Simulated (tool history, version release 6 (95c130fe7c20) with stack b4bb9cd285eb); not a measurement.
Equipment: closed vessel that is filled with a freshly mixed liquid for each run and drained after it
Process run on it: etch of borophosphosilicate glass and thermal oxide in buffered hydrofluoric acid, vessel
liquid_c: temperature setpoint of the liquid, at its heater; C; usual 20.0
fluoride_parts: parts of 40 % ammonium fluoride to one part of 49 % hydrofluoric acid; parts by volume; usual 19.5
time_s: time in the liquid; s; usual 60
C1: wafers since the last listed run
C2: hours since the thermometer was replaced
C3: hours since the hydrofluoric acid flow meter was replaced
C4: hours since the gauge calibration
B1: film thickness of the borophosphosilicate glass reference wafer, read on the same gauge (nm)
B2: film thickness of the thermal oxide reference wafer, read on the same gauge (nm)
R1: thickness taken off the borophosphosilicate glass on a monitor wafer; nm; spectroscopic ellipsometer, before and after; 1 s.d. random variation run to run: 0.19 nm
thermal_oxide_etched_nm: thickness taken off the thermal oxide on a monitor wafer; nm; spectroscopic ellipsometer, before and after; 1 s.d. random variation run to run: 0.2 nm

Run 1, hour 0.0: usual settings; C1 0; C2 1316.7; C3 807.2; C4 358.4; B1 109.98; B2 89.97. Result: R1 39.85 nm, thermal_oxide_etched_nm 26.21 nm.
At hour 19.4: gauge calibrated.
Run 2, hour 34.5: usual settings; C1 4584; C2 1351.2; C3 841.7; C4 15.1; B1 110.01; B2 90.00. Result: R1 39.68 nm, thermal_oxide_etched_nm 25.80 nm.
Run 3, hour 63.3: usual settings; C1 3826; C2 1380.0; C3 870.5; C4 43.9; B1 110.02; B2 90.02. Result: R1 39.79 nm, thermal_oxide_etched_nm 26.40 nm.
Run 4, hour 84.5: usual settings; C1 2816; C2 1401.2; C3 891.7; C4 65.1; B1 109.99; B2 90.01. Result: R1 39.94 nm, thermal_oxide_etched_nm 25.79 nm.
Run 5, hour 112.8: usual settings; C1 3760; C2 1429.5; C3 920.0; C4 93.4; B1 110.02; B2 89.99. Result: R1 39.55 nm, thermal_oxide_etched_nm 26.07 nm.
Run 6, hour 165.8: usual settings but liquid_c 21.0 C; C1 7042; C2 1482.5; C3 973.0; C4 146.4; B1 109.98; B2 89.99. Result: R1 42.09 nm, thermal_oxide_etched_nm 27.00 nm.
Run 7, hour 183.5: usual settings but liquid_c 21.0 C; C1 2351; C2 1500.2; C3 990.7; C4 164.1; B1 110.01; B2 90.00. Result: R1 42.35 nm, thermal_oxide_etched_nm 27.12 nm.
Run 8, hour 205.6: usual settings; C1 2936; C2 1522.3; C3 1012.8; C4 186.2; B1 110.01; B2 90.00. Result: R1 39.36 nm, thermal_oxide_etched_nm 25.74 nm.
Run 9, hour 221.4: usual settings; C1 2099; C2 1538.1; C3 1028.6; C4 202.0; B1 109.97; B2 90.00. Result: R1 39.45 nm, thermal_oxide_etched_nm 25.94 nm.
Run 10, hour 255.5: usual settings; C1 4530; C2 1572.2; C3 1062.7; C4 236.1; B1 109.98; B2 89.98. Result: R1 39.64 nm, thermal_oxide_etched_nm 25.65 nm.
Run 11, hour 287.0: usual settings but liquid_c 18.5 C; C1 4185; C2 1603.7; C3 1094.2; C4 267.6; B1 110.02; B2 90.02. Result: R1 36.34 nm, thermal_oxide_etched_nm 23.54 nm.
Run 12, hour 304.5: usual settings but liquid_c 18.5 C; C1 2325; C2 1621.2; C3 1111.7; C4 285.1; B1 109.98; B2 90.05. Result: R1 36.44 nm, thermal_oxide_etched_nm 23.72 nm.
Run 13, hour 326.7: usual settings but time_s 50 s; C1 2949; C2 1643.4; C3 1133.9; C4 307.3; B1 109.99; B2 90.01. Result: R1 32.84 nm, thermal_oxide_etched_nm 21.44 nm.
Run 14, hour 354.8: usual settings but liquid_c 25.0 C; C1 3733; C2 1671.5; C3 1162.0; C4 335.4; B1 110.00; B2 90.00. Result: R1 51.65 nm, thermal_oxide_etched_nm 33.87 nm.
At hour 357.1: gauge calibrated.
Run 15, hour 389.7: usual settings; C1 4637; C2 1706.4; C3 1196.9; C4 32.6; B1 109.97; B2 90.04. Result: R1 39.27 nm, thermal_oxide_etched_nm 25.83 nm.
Run 16, hour 404.4: usual settings but liquid_c 23.5 C, time_s 80 s; C1 1953; C2 1721.1; C3 1211.6; C4 47.3; B1 110.03; B2 90.00. Result: R1 63.29 nm, thermal_oxide_etched_nm 41.12 nm.
At hour 435.8: hydrofluoric acid flow meter replaced.
Run 17, hour 438.8: usual settings but fluoride_parts 26.0 parts by volume, time_s 90 s; C1 4437; C2 1755.5; C3 3.0; C4 81.7; B1 110.02; B2 90.02. Result: R1 50.78 nm, thermal_oxide_etched_nm 33.04 nm.
Run 18, hour 459.1: usual settings but liquid_c 18.0 C, fluoride_parts 25.0 parts by volume; C1 2697; C2 1775.8; C3 23.3; C4 102.0; B1 110.00; B2 89.96. Result: R1 31.14 nm, thermal_oxide_etched_nm 20.25 nm.
Run 19, hour 478.8: usual settings but time_s 85 s; C1 2617; C2 1795.5; C3 43.0; C4 121.7; B1 110.05; B2 90.00. Result: R1 58.82 nm, thermal_oxide_etched_nm 38.64 nm.
At hour 503.4: thermometer replaced.
Run 20, hour 511.7: usual settings; C1 4238; C2 8.3; C3 75.9; C4 154.6; B1 110.01; B2 89.99. Result: R1 41.53 nm, thermal_oxide_etched_nm 26.92 nm.
Run 21, hour 529.7: usual settings but liquid_c 23.5 C, fluoride_parts 27.0 parts by volume, time_s 80 s; C1 2391; C2 26.3; C3 93.9; C4 172.6; B1 110.00; B2 89.98. Result: R1 53.83 nm, thermal_oxide_etched_nm 35.27 nm.
Run 22, hour 555.9: usual settings; C1 3481; C2 52.5; C3 120.1; C4 198.8; B1 110.01; B2 89.98. Result: R1 41.53 nm, thermal_oxide_etched_nm 27.10 nm.
Run 23, hour 575.9: usual settings but fluoride_parts 14.5 parts by volume, time_s 40 s; C1 2657; C2 72.5; C3 140.1; C4 218.8; B1 110.01; B2 90.00. Result: R1 36.71 nm, thermal_oxide_etched_nm 23.82 nm.
Run 24, hour 597.2: usual settings; C1 2830; C2 93.8; C3 161.4; C4 240.1; B1 110.03; B2 89.99. Result: R1 41.05 nm, thermal_oxide_etched_nm 27.03 nm.
Run 25, hour 623.8: usual settings; C1 3534; C2 120.4; C3 188.0; C4 266.7; B1 109.97; B2 90.05. Result: R1 41.12 nm, thermal_oxide_etched_nm 27.05 nm.
Run 26, hour 648.3: usual settings but liquid_c 18.0 C, fluoride_parts 22.5 parts by volume; C1 3255; C2 144.9; C3 212.5; C4 291.2; B1 110.00; B2 90.01. Result: R1 33.20 nm, thermal_oxide_etched_nm 21.48 nm.

Predict each of these 3 candidate next runs independently; none follows another, all start after run 26:
Run A, hour 649.0: usual settings; C1 93; C2 145.6; C3 213.2; C4 291.9; B1 ?; B2 ?. Result: R1 ?, thermal_oxide_etched_nm ?.
Run B, hour 649.0: usual settings but fluoride_parts 25.5 parts by volume, time_s 45 s; C1 93; C2 145.6; C3 213.2; C4 291.9; B1 ?; B2 ?. Result: R1 ?, thermal_oxide_etched_nm ?.
Run C, hour 649.0: usual settings but liquid_c 22.0 C; C1 93; C2 145.6; C3 213.2; C4 291.9; B1 ?; B2 ?. Result: R1 ?, thermal_oxide_etched_nm ?.

run      B1     B2     R1  thermal_oxide_etched_nm
  A  110.00  89.94  41.22                    26.70
  B  110.00  89.94  25.62                    16.61
  C  110.00  89.94  46.03                    29.85
The same runs, with their run-to-run variation unchanged, on a tool lacking any hidden condition would have given:
run     R1  thermal_oxide_etched_nm
  A  42.03                    27.22
  B  25.98                    16.84
  C  46.94                    30.43
